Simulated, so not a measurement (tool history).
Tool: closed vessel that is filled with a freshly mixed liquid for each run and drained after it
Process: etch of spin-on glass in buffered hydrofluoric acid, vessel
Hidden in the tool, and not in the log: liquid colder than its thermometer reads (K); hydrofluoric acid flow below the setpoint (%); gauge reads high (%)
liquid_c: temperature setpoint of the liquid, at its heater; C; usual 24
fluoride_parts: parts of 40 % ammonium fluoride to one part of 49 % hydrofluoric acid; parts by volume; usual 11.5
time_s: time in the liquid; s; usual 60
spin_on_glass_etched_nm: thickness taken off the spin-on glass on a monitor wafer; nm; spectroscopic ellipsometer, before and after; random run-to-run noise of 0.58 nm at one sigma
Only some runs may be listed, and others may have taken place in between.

run	hour	liquid_c	fluoride_parts	time_s	wafers since the last listed run	hours since the thermometer was replaced	hours since the hydrofluoric acid flow meter was replaced	hours since the gauge calibration	read-back film thickness of the spin-on glass reference wafer, read on the same gauge (nm)	spin_on_glass_etched_nm
1	0	20	8.5	60	0	939.8	457.4	117.6	99.99	106.2
# hour 15.8: hydrofluoric acid flow meter replaced
2	34.5	24	11.5	60	2970	974.3	18.7	152.1	99.98	108.8
3	67.1	24	11.5	60	2890	1006.9	51.3	184.7	99.98	108.04
4	91.1	24	11.5	50	2127	1030.9	75.3	208.7	100	89.85
5	125.6	24	11.5	50	3058	1065.4	109.8	243.2	99.99	89
6	152.8	24	11.5	85	2411	1092.6	137	270.4	100.01	149.58
7	187.9	24	11.5	60	3112	1127.7	172.1	305.5	99.96	104.94
8	218.9	24	11.5	75	2748	1158.7	203.1	336.5	100.01	131.3
9	248.6	24	11.5	75	2633	1188.4	232.8	366.2	99.98	131.97
10	283.7	24	11.5	80	3112	1223.5	267.9	401.3	99.99	140.03
11	316.7	24	11.5	80	2925	1256.5	300.9	434.3	100.03	138.22
12	331.7	24	11.5	80	1329	1271.5	315.9	449.3	100	137.61
13	349.4	19.5	13.5	30	1569	1289.2	333.6	467	99.97	34.15
14	376.8	24	11.5	60	2429	1316.6	361	494.4	99.98	104.01
15	397.4	24	7.5	60	1826	1337.2	381.6	515	100.03	151.15
16	413.6	21	12.5	85	1436	1353.4	397.8	531.2	99.98	113.2
# hour 424.6: hydrofluoric acid flow meter replaced
17	428.2	22	10	30	1205	1368	3.6	545.8	100	55.09
# hour 439.5: gauge calibrated
18	456.5	24	11.5	60	2509	1396.3	31.9	17	100.02	106.35
# hour 468.8: thermometer replaced
19	476.1	24	15	80	1649	7.3	51.5	36.6	100	110.2
20	493.4	24	11.5	60	1533	24.6	68.8	53.9	99.99	106.86
21	527	24	11.5	60	2979	58.2	102.4	87.5	100.05	106.43
22	539.9	27	13.5	60	1143	71.1	115.3	100.4	100	108.27
23	569.3	24	13.5	75	2606	100.5	144.7	129.8	100	112.44
24	598.5	22.5	10	30	2588	129.7	173.9	159	100	55.82

The logged runs with the hidden state left out (each run's random variation unchanged):
run	spin_on_glass_etched_nm
1	113.56
2	109.62
3	109.33
4	91.21
5	90.78
6	153.14
7	107.95
8	135.64
9	136.89
10	145.96
11	144.73
12	144.4
13	35.94
14	109.84
15	161.06
16	120.18
17	55.5
18	107.57
19	111.77
20	108.62
21	108.68
22	110.76
23	115.49
24	57.55
